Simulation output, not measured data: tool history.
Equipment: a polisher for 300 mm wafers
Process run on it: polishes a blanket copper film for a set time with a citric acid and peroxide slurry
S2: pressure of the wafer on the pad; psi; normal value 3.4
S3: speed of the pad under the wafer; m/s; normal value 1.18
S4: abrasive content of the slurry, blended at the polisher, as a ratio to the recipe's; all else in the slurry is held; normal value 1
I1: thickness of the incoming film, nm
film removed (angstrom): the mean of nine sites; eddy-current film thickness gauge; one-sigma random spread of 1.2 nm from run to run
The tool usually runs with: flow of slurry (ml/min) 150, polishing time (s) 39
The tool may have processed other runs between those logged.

Run 1, day 0: usual settings; I1 886. Result: film removed (angstrom) 1243.
Run 2, day 1.117: usual settings; I1 875.7. Result: film removed (angstrom) 1210.
Run 3, day 2.329: usual settings; I1 886.4. Result: film removed (angstrom) 1270.
Run 4, day 2.862: usual settings; I1 861.2. Result: film removed (angstrom) 1243.
Run 5, day 3.371: usual settings but polishing time (s) 33; I1 887.3. Result: film removed (angstrom) 1050.
Run 6, day 4.771: usual settings but polishing time (s) 33; I1 879.2. Result: film removed (angstrom) 1014.
Run 7, day 6.158: usual settings but polishing time (s) 33; I1 883.5. Result: film removed (angstrom) 1030.
Run 8, day 7.158: usual settings but S2 2.4 psi, S3 1.4 m/s, S4 1.25, polishing time (s) 48; I1 880.7. Result: film removed (angstrom) 1443.
Run 9, day 7.817: usual settings but flow of slurry (ml/min) 170, S3 0.86 m/s, S4 1.2; I1 885.6. Result: film removed (angstrom) 924.
Run 10, day 9.029: usual settings but S4 1.1; I1 875.4. Result: film removed (angstrom) 1263.
Run 11, day 9.542: usual settings but flow of slurry (ml/min) 180; I1 884.1. Result: film removed (angstrom) 1245.
Run 12, day 10.396: usual settings but S2 2.9 psi, polishing time (s) 30; I1 887.8. Result: film removed (angstrom) 807.
Run 13, day 11.108: usual settings; I1 884.2. Result: film removed (angstrom) 1258.
Run 14, day 11.617: usual settings; I1 885.5. Result: film removed (angstrom) 1231.

Between the runs listed above, the log contained 7 entries, not reproduced here. Where in the sequence does each belong, and how does what the log doesn't record of the tool's condition differ from the listed run before to the listed run after?
After run 2, before run 3: worn pad replaced by a new one (day 2.025)
  removal rate lost through wear of the pad, %: 4.16 -> 0.737
  measured minus no-state result, film removed (angstrom): -52 -> -10
After run 5, before run 6: slurry nozzle cleaned (day 3.792); head pressure recalibrated (day 4.388)
  removal rate lost through wear of the pad, %: 2.74 -> 5.43
  measured minus no-state result, film removed (angstrom): -29 -> -58
After run 6, before run 7: worn pad replaced by a new one (day 5.408); slurry blender recalibrated (day 5.908)
  removal rate lost through wear of the pad, %: 5.43 -> 2.53
  measured minus no-state result, film removed (angstrom): -58 -> -27
After run 9, before run 10: worn pad replaced by a new one (day 8.046)
  removal rate lost through wear of the pad, %: 5.72 -> 2.87
  measured minus no-state result, film removed (angstrom): -56 -> -38
After run 12, before run 13: worn pad replaced by a new one (day 10.975)
  removal rate lost through wear of the pad, %: 5.49 -> 0.857
  measured minus no-state result, film removed (angstrom): -47 -> -11

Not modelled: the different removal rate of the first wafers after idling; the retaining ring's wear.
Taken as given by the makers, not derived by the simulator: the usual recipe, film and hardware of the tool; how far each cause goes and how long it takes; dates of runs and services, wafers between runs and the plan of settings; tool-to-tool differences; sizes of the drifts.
